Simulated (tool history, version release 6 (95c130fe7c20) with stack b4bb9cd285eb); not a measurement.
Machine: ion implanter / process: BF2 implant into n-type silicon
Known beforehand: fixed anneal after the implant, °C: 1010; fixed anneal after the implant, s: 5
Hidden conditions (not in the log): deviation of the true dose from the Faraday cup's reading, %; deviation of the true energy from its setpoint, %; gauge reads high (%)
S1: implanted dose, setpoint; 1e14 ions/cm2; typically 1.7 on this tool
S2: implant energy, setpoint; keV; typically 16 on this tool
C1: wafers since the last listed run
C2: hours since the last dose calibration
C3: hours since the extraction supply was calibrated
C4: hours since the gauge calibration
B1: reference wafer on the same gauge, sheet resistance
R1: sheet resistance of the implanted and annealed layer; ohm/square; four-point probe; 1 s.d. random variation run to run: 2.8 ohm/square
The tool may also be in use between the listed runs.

run   hour    S1    S2    C1      C2      C3      C4      B1      R1
  1      0   1.7    14     0  1918.8  4025.2   600.1  543.02  633.79
  2   27.2   1.7    14   643    1946  4052.4   627.3   542.8  629.48
  3   94.9   1.7    14  1600  2013.7  4120.1     695  542.19  632.87
  4  166.2   1.7    16  1685    2085  4191.4   766.3  541.74  617.96
  5  216.5   1.7    16  1189  2135.3  4241.7   816.6  541.38  621.62
  6  255.4   1.7    16   919  2174.2  4280.6   855.5  541.64  620.59
  7    281   1.7    16   605  2199.8  4306.2   881.1   540.9  624.31
  8  325.2   1.7    16  1044    2244  4350.4   925.3  541.43  614.66
  9    373  2.13    16  1130  2291.8  4398.2   973.1   541.5  506.02
 10    414   1.7    16   969  2332.8  4439.2  1014.1  540.62  617.19
     450.3  -- Faraday cup replaced and dose calibrated
     453.7  -- extraction supply calibrated
 11  479.3  2.02    16  1273      29    25.6  1079.4  540.82  530.32
     483.9  -- gauge calibrated
 12  670.8     2  17.5  4527   220.5   217.1   186.9  549.87  538.46
 13  735.4  1.42    16  1527   285.1   281.7   251.5  547.27  733.19
 14  804.5  2.14    18  1633   354.2   350.8   320.6  545.81  503.31
 15  869.5   1.7    16  1536   419.2   415.8   385.6  544.57  624.88
 16  937.7   1.7    21  1612   487.4     484   453.8  543.41  599.85
 17  962.1  2.01  21.5   576   511.8   508.4   478.2  543.31  519.12

Each row is a separate what-if for the run after 17, all from the same tool condition, not one after another. Results?
  A  962.5   1.7  16   9  512.2  508.8  478.6   ?   ?
  B  962.5  2.09  21   9  512.2  508.8  478.6   ?   ?
  C  962.5  1.51  16   9  512.2  508.8  478.6   ?   ?

run      B1      R1
  A  543.17  620.08
  B  543.17  501.24
  C  543.17  690.08
Without the tool's unlogged condition, the same runs would have read:
run      R1
  A  634.38
  B  512.79
  C     706
